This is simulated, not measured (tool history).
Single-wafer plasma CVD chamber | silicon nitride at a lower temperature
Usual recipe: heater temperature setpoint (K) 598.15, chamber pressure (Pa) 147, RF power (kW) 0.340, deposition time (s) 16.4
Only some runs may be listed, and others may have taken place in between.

run    hour  heater temperature setpoint (K)  chamber pressure (Pa)  RF power (kW)  deposition time (s)  wafers since the last listed run  hours since the last thermocouple change  hours since the last RF generator calibration  hours since the last manometer calibration  hours since the showerhead was replaced  hours since the gauge calibration  read-back reference wafer on the same gauge, thickness_nm  mean film thickness on the monitor wafer (Å)
  1     0.0                           598.15                    147          0.395                 16.4                                 0                                    1769.0                                          945.1                                       285.7                                   1356.2                             1235.5                                                     15.195                                        183.89
  2    99.4                           598.15                    147          0.340                 16.4                              2875                                    1868.4                                         1044.5                                       385.1                                   1455.6                             1334.9                                                     15.201                                        166.43
  3   177.8                           598.15                    147          0.340                 16.4                              2267                                    1946.8                                         1122.9                                       463.5                                   1534.0                             1413.3                                                     15.197                                        165.01
  4   263.5                           607.15                    171          0.320                 19.0                              2479                                    2032.5                                         1208.6                                       549.2                                   1619.7                             1499.0                                                     15.193                                        193.35
  5   315.9                           598.15                    147          0.340                 13.3                              1515                                    2084.9                                         1261.0                                       601.6                                   1672.1                             1551.4                                                     15.186                                        134.11
  6   384.0                           598.15                    147          0.340                 16.4                              1970                                    2153.0                                         1329.1                                       669.7                                   1740.2                             1619.5                                                     15.193                                        165.05
      419.5  -- gauge calibrated
  7   478.4                           587.15                    147          0.340                 18.7                              2730                                    2247.4                                         1423.5                                       764.1                                   1834.6                               58.9                                                     15.201                                        188.12
      506.8  -- RF generator calibrated
  8   552.4                           598.15                    147          0.340                 16.4                              1909                                    2321.4                                           45.6                                       838.1                                   1908.6                              132.9                                                     15.208                                        172.88
  9   626.6                           598.15                    147          0.340                 16.4                              2146                                    2395.6                                          119.8                                       912.3                                   1982.8                              207.1                                                     15.207                                        171.58
 10   721.1                           593.15                    163          0.370                 15.4                              2733                                    2490.1                                          214.3                                      1006.8                                   2077.3                              301.6                                                     15.204                                        175.45
      800.7  -- thermocouple changed; heater temperature recalibrated
 11   804.2                           598.15                    147          0.340                 15.2                              2172                                       3.5                                          297.4                                      1089.9                                   2160.4                              384.7                                                     15.200                                        156.15
      845.4  -- showerhead replaced
 12   846.6                           613.15                    180          0.305                 16.4                               995                                      45.9                                          339.8                                      1132.3                                      1.2                              427.1                                                     15.206                                        167.12
 13   906.7                           598.15                    147          0.340                 16.4                              1738                                     106.0                                          399.9                                      1192.4                                     61.3                              487.2                                                     15.203                                        169.13
 14   977.5                           598.15                    171          0.340                 16.4                              2048                                     176.8                                          470.7                                      1263.2                                    132.1                              558.0                                                     15.194                                        176.63
 15  1034.4                           598.15                    147          0.340                 16.4                              1646                                     233.7                                          527.6                                      1320.1                                    189.0                              614.9                                                     15.197                                        168.24
 16  1110.6                           609.15                    117          0.340                 16.4                              2204                                     309.9                                          603.8                                      1396.3                                    265.2                              691.1                                                     15.200                                        151.91
 17  1176.8                           598.15                    147          0.340                 16.4                              1915                                     376.1                                          670.0                                      1462.5                                    331.4                              757.3                                                     15.190                                        166.05
 18  1250.2                           585.15                    147          0.340                 19.0                              2123                                     449.5                                          743.4                                      1535.9                                    404.8                              830.7                                                     15.200                                        192.58
 19  1289.9                           607.15                    175          0.340                 16.4                              1148                                     489.2                                          783.1                                      1575.6                                    444.5                              870.4                                                     15.205                                        175.10
 20  1381.3                           598.15                    147          0.310                 19.2                              2644                                     580.6                                          874.5                                      1667.0                                    535.9                              961.8                                                     15.202                                        181.41
 21  1560.9                           598.15                    147          0.375                 17.7                              5195                                     760.2                                         1054.1                                      1846.6                                    715.5                             1141.4                                                     15.194                                        188.03
 22  1632.3                           598.15                    137          0.280                 16.4                              2065                                     831.6                                         1125.5                                      1918.0                                    786.9                             1212.8                                                     15.200                                        138.98
 23  1703.7                           602.15                    147          0.395                 14.9                              2065                                     903.0                                         1196.9                                      1989.4                                    858.3                             1284.2                                                     15.204                                        163.20
     1734.1  -- RF generator calibrated
 24  1807.0                           605.15                    129          0.375                 16.4                              2756                                    1006.3                                           72.9                                      2092.7                                    961.6                             1387.5                                                     15.203                                        172.05
 25  1901.6                           611.15                    124          0.400                 16.4                              2736                                    1100.9                                          167.5                                      2187.3                                   1056.2                             1482.1                                                     15.193                                        174.06
 26  2000.5                           598.15                    147          0.340                 16.4                              2861                                    1199.8                                          266.4                                      2286.2                                   1155.1                             1581.0                                                     15.199                                        165.03
 27  2041.7                           589.15                    147          0.310                 17.4                              1191                                    1241.0                                          307.6                                      2327.4                                   1196.3                             1622.2                                                     15.201                                        164.19

Below, some changes in mean film thickness on the monitor wafer (Å) between adjacent runs. For each, the amount present without the hidden state too (settings, incoming material, random variation) and the amount remaining for the hidden state with gauge scatter not shared by both compared results:
Hidden state present: wafer temperature above the value expected at the setpoint (K); delivered RF power above the setpoint (%); true pressure above the setpoint (%); gauge reads high (%).
Run 4 -> 5: heater temperature setpoint (K) 607.15 -> 598.15, chamber pressure (Pa) 171 -> 147, RF power (kW) 0.320 -> 0.340, deposition time (s) 19.0 -> 13.3. mean film thickness on the monitor wafer (Å) -59.24: hidden state +3.17, all else -62.41.
Run 7 -> 8: heater temperature setpoint (K) 587.15 -> 598.15, deposition time (s) 18.7 -> 16.4, RF generator calibrated. mean film thickness on the monitor wafer (Å) -15.24: hidden state +9.20, all else -24.44.
Run 21 -> 22: chamber pressure (Pa) 147 -> 137, RF power (kW) 0.375 -> 0.280, deposition time (s) 17.7 -> 16.4. mean film thickness on the monitor wafer (Å) -49.05: hidden state +1.95, all else -51.00.
Run 23 -> 24: heater temperature setpoint (K) 602.15 -> 605.15, chamber pressure (Pa) 147 -> 129, RF power (kW) 0.395 -> 0.375, deposition time (s) 14.9 -> 16.4, RF generator calibrated. mean film thickness on the monitor wafer (Å) +8.85: hidden state +4.87, all else +3.98.

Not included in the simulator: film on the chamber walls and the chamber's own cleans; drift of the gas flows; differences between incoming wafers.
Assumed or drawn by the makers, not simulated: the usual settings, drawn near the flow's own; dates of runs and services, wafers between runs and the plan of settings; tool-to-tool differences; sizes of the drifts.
